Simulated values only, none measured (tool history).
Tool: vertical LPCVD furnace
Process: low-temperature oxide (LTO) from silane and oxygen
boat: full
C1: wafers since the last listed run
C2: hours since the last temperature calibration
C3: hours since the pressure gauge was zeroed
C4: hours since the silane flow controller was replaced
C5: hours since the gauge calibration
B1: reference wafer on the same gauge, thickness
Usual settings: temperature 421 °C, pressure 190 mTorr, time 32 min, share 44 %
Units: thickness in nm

Run 1, hour 0: usual settings but time 26 min, share 50 %; C1 0; C2 2435.9; C3 1609.7; C4 2895.1; C5 388; B1 435.19. Result: thickness 320.69 nm.
Run 2, hour 11.3: usual settings but time 26 min, share 50 %; C1 165; C2 2447.2; C3 1621; C4 2906.4; C5 399.3; B1 434.94. Result: thickness 322.03 nm.
Run 3, hour 25.5: usual settings but temperature 428 °C, share 39 %; C1 208; C2 2461.4; C3 1635.2; C4 2920.6; C5 413.5; B1 435.01. Result: thickness 334.12 nm.
Run 4, hour 42.6: usual settings; C1 250; C2 2478.5; C3 1652.3; C4 2937.7; C5 430.6; B1 435.09. Result: thickness 354.83 nm.
At hour 67.6: thermocouples replaced and temperature profile calibrated.
Run 5, hour 68.1: usual settings; C1 22; C2 0.5; C3 1677.8; C4 2963.2; C5 456.1; B1 435.23. Result: thickness 354.52 nm.
Run 6, hour 72.1: usual settings but share 50 %; C1 58; C2 4.5; C3 1681.8; C4 2967.2; C5 460.1; B1 434.98. Result: thickness 395.66 nm.
Run 7, hour 86.7: usual settings but temperature 414 °C, time 21.5 min; C1 214; C2 19.1; C3 1696.4; C4 2981.8; C5 474.7; B1 435.04. Result: thickness 221.93 nm.
Run 8, hour 98.1: usual settings but temperature 412 °C, pressure 170 mTorr, time 26 min; C1 167; C2 30.5; C3 1707.8; C4 2993.2; C5 486.1; B1 434.95. Result: thickness 234.15 nm.
Run 9, hour 115.5: usual settings; C1 255; C2 47.9; C3 1725.2; C4 3010.6; C5 503.5; B1 434.89. Result: thickness 353.29 nm.
Run 10, hour 131.2: usual settings but time 41.5 min, share 39 %; C1 230; C2 63.6; C3 1740.9; C4 3026.3; C5 519.2; B1 435.1. Result: thickness 402.35 nm.
Run 11, hour 148.3: usual settings but pressure 155 mTorr, share 39 %; C1 250; C2 80.7; C3 1758; C4 3043.4; C5 536.3; B1 434.64. Result: thickness 250.64 nm.
Run 12, hour 158.1: usual settings; C1 143; C2 90.5; C3 1767.8; C4 3053.2; C5 546.1; B1 434.94. Result: thickness 353.11 nm.
At hour 187.5: pressure gauge zeroed.
At hour 204.8: silane flow controller replaced.
Run 13, hour 205.3: usual settings but temperature 417 °C; C1 86; C2 137.7; C3 17.8; C4 0.5; C5 593.3; B1 434.9. Result: thickness 354.29 nm.
Run 14, hour 209.3: usual settings but temperature 428 °C, pressure 220 mTorr, share 39 %; C1 58; C2 141.7; C3 21.8; C4 4.5; C5 597.3; B1 434.82. Result: thickness 403.99 nm.
Run 15, hour 213.3: usual settings but time 21.5 min; C1 58; C2 145.7; C3 25.8; C4 8.5; C5 601.3; B1 434.91. Result: thickness 247.21 nm.
At hour 214.3: gauge calibrated.
Run 16, hour 217.3: usual settings but temperature 413 °C; C1 58; C2 149.7; C3 29.8; C4 12.5; C5 3; B1 435.03. Result: thickness 340.18 nm.
Run 17, hour 231.7: usual settings but temperature 416 °C, pressure 225 mTorr; C1 211; C2 164.1; C3 44.2; C4 26.9; C5 17.4; B1 435.01. Result: thickness 414.34 nm.
Run 18, hour 246.3: usual settings; C1 214; C2 178.7; C3 58.8; C4 41.5; C5 32; B1 434.94. Result: thickness 367.38 nm.
Run 19, hour 255: usual settings but pressure 205 mTorr; C1 127; C2 187.4; C3 67.5; C4 50.2; C5 40.7; B1 435.09. Result: thickness 394.79 nm.
Run 20, hour 266.9: usual settings but temperature 414 °C, pressure 160 mTorr, time 40 min; C1 174; C2 199.3; C3 79.4; C4 62.1; C5 52.6; B1 434.96. Result: thickness 358.76 nm.
Run 21, hour 283.3: usual settings; C1 240; C2 215.7; C3 95.8; C4 78.5; C5 69; B1 435.17. Result: thickness 366.24 nm.
Run 22, hour 299.4: usual settings but pressure 155 mTorr, time 38 min, share 41 %; C1 236; C2 231.8; C3 111.9; C4 94.6; C5 85.1; B1 435.03. Result: thickness 327.72 nm.
Run 23, hour 305.8: usual settings; C1 93; C2 238.2; C3 118.3; C4 101; C5 91.5; B1 434.9. Result: thickness 365.2 nm.
Run 24, hour 323: usual settings but pressure 170 mTorr, time 42 min, share 47 %; C1 252; C2 255.4; C3 135.5; C4 118.2; C5 108.7; B1 434.96. Result: thickness 455.41 nm.
Run 25, hour 331.5: usual settings but temperature 428 °C, time 37 min, share 41 %; C1 124; C2 263.9; C3 144; C4 126.7; C5 117.2; B1 435.12. Result: thickness 420.92 nm.
Run 26, hour 341.8: usual settings but share 36 %; C1 151; C2 274.2; C3 154.3; C4 137; C5 127.5; B1 435.15. Result: thickness 292.2 nm.
Run 27, hour 356.1: usual settings but pressure 235 mTorr, share 39 %; C1 209; C2 288.5; C3 168.6; C4 151.3; C5 141.8; B1 434.93. Result: thickness 396.91 nm.
Run 28, hour 372.9: usual settings but pressure 175 mTorr; C1 246; C2 305.3; C3 185.4; C4 168.1; C5 158.6; B1 435.09. Result: thickness 334.64 nm.
Run 29, hour 386.6: usual settings but temperature 426 °C, pressure 230 mTorr; C1 200; C2 319; C3 199.1; C4 181.8; C5 172.3; B1 434.89. Result: thickness 464.78 nm.
Run 30, hour 397.1: usual settings but time 35.5 min, share 50 %; C1 154; C2 329.5; C3 209.6; C4 192.3; C5 182.8; B1 434.95. Result: thickness 450.32 nm.

5 ways to go on from here, each from the tool as it stands after run 30. What would each give?
Run A, hour 401.2: usual settings but temperature 414 °C; C1 60; C2 333.6; C3 213.7; C4 196.4; C5 186.9; B1 ?. Result: thickness ?.
Run B, hour 401.2: usual settings but temperature 414 °C, pressure 165 mTorr, time 20 min, share 48 %; C1 60; C2 333.6; C3 213.7; C4 196.4; C5 186.9; B1 ?. Result: thickness ?.
Run C, hour 401.2: usual settings but pressure 155 mTorr; C1 60; C2 333.6; C3 213.7; C4 196.4; C5 186.9; B1 ?. Result: thickness ?.
Run D, hour 401.2: usual settings but share 41 %; C1 60; C2 333.6; C3 213.7; C4 196.4; C5 186.9; B1 ?. Result: thickness ?.
Run E, hour 401.2: usual settings but temperature 412 °C, time 28.5 min; C1 60; C2 333.6; C3 213.7; C4 196.4; C5 186.9; B1 ?. Result: thickness ?.

run      B1  thickness
  A  435.01     338.54
  B  435.01     198.74
  C  435.01     294.94
  D  435.01     337.41
  E  435.01     295.45
Without the tool's hidden state the same runs would have given:
run  thickness
  A      344.7
  B     202.91
  C     301.54
  D     343.54
  E     300.83
